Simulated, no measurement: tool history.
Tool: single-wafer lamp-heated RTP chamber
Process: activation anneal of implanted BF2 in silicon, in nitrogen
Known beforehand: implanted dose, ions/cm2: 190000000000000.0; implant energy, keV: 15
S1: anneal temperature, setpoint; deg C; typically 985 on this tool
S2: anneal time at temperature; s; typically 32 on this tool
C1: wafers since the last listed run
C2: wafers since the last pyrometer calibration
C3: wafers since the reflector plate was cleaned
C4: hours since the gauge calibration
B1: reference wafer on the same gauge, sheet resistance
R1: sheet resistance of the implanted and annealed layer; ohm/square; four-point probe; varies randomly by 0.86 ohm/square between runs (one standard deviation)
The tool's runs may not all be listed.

| run | hour | S1 | S2 | C1 | C2 | C3 | C4 | B1 | R1 |
|---|---|---|---|---|---|---|---|---|---|
| 1 | 0.0 | 985 | 32 | 0 | 4751 | 2314 | 1397.1 | 678.09 | 568.92 |
| 2 | 39.2 | 985 | 32 | 390 | 5142 | 2704 | 1436.3 | 678.09 | 567.41 |
|  | 54.2 | pyrometer window cleaned and pyrometer calibrated |
| 3 | 91.0 | 978 | 32 | 436 | 366 | 3140 | 1488.1 | 677.65 | 573.13 |
| 4 | 128.2 | 978 | 32 | 370 | 736 | 3511 | 1525.3 | 678.00 | 571.46 |
| 5 | 163.2 | 985 | 32 | 348 | 1085 | 3860 | 1560.3 | 677.89 | 569.47 |
| 6 | 230.7 | 985 | 32 | 672 | 1757 | 4532 | 1627.8 | 678.00 | 570.77 |
| 7 | 285.6 | 985 | 32 | 546 | 2304 | 5079 | 1682.7 | 678.10 | 569.35 |
| 8 | 349.9 | 969 | 32 | 640 | 2945 | 5719 | 1747.0 | 678.05 | 574.56 |
| 9 | 386.5 | 969 | 32 | 364 | 3309 | 6084 | 1783.6 | 677.95 | 573.90 |
| 10 | 434.8 | 969 | 32 | 481 | 3790 | 6565 | 1831.9 | 677.68 | 573.25 |
| 11 | 488.8 | 985 | 32 | 537 | 4328 | 7103 | 1885.9 | 677.97 | 569.58 |
| 12 | 549.1 | 997 | 32 | 600 | 4929 | 7703 | 1946.2 | 677.60 | 565.37 |
|  | 585.0 | pyrometer window cleaned and pyrometer calibrated |
| 13 | 585.5 | 985 | 32 | 282 | 5 | 7986 | 1982.6 | 677.60 | 570.91 |
| 14 | 647.6 | 985 | 32 | 618 | 623 | 8605 | 2044.7 | 677.81 | 570.39 |
| 15 | 698.0 | 985 | 32 | 501 | 1125 | 9107 | 2095.1 | 677.94 | 570.44 |
| 16 | 724.5 | 985 | 32 | 263 | 1389 | 9371 | 2121.6 | 678.27 | 569.21 |
| 17 | 767.4 | 985 | 32 | 427 | 1817 | 9798 | 2164.5 | 678.08 | 570.39 |
|  | 807.9 | gauge calibrated |
| 18 | 833.6 | 985 | 32 | 659 | 2476 | 10457 | 25.7 | 677.95 | 569.78 |
| 19 | 889.6 | 985 | 18 | 557 | 3034 | 11015 | 81.7 | 678.10 | 575.24 |
| 20 | 950.6 | 1007 | 39 | 607 | 3641 | 11623 | 142.7 | 677.90 | 561.53 |
| 21 | 1015.0 | 978 | 32 | 641 | 4283 | 12264 | 207.1 | 677.96 | 569.73 |
|  | 1041.8 | pyrometer window cleaned and pyrometer calibrated |
| 22 | 1042.3 | 985 | 42 | 192 | 4 | 12456 | 234.4 | 677.78 | 568.52 |
|  | 1101.3 | reflector plate cleaned |
| 23 | 1237.7 | 1000 | 43 | 1866 | 1871 | 1358 | 429.8 | 677.59 | 562.30 |
| 24 | 1297.9 | 1010 | 40 | 599 | 2470 | 1957 | 490.0 | 678.23 | 560.63 |
| 25 | 1347.5 | 997 | 21 | 494 | 2964 | 2451 | 539.6 | 677.71 | 570.08 |
| 26 | 1392.1 | 977 | 26 | 444 | 3409 | 2896 | 584.2 | 677.78 | 570.72 |
| 27 | 1422.7 | 966 | 48 | 304 | 3713 | 3200 | 614.8 | 678.01 | 570.22 |
| 28 | 1446.8 | 985 | 51 | 240 | 3953 | 3440 | 638.9 | 678.29 | 561.14 |
|  | 1487.1 | pyrometer window cleaned and pyrometer calibrated |
| 29 | 1504.8 | 985 | 32 | 498 | 176 | 3939 | 696.9 | 677.72 | 570.28 |
| 30 | 1561.2 | 985 | 32 | 561 | 737 | 4500 | 753.3 | 677.90 | 570.79 |
| 31 | 1608.2 | 971 | 32 | 468 | 1205 | 4968 | 800.3 | 677.84 | 573.49 |
| 32 | 1635.8 | 985 | 32 | 274 | 1480 | 5243 | 827.9 | 678.01 | 569.46 |
| 33 | 1703.2 | 985 | 32 | 671 | 2152 | 5915 | 895.3 | 678.31 | 567.14 |

Forecast run 34:
| 34 | 1750.3 | 968 | 43 | 469 | 2621 | 6384 | 942.4 | ? | ? |

Run 34 yielded B1 678.42, R1 570.59 ohm/square.
The same run, on a tool lacking any hidden state, would have yielded R1 576.13 ohm/square.

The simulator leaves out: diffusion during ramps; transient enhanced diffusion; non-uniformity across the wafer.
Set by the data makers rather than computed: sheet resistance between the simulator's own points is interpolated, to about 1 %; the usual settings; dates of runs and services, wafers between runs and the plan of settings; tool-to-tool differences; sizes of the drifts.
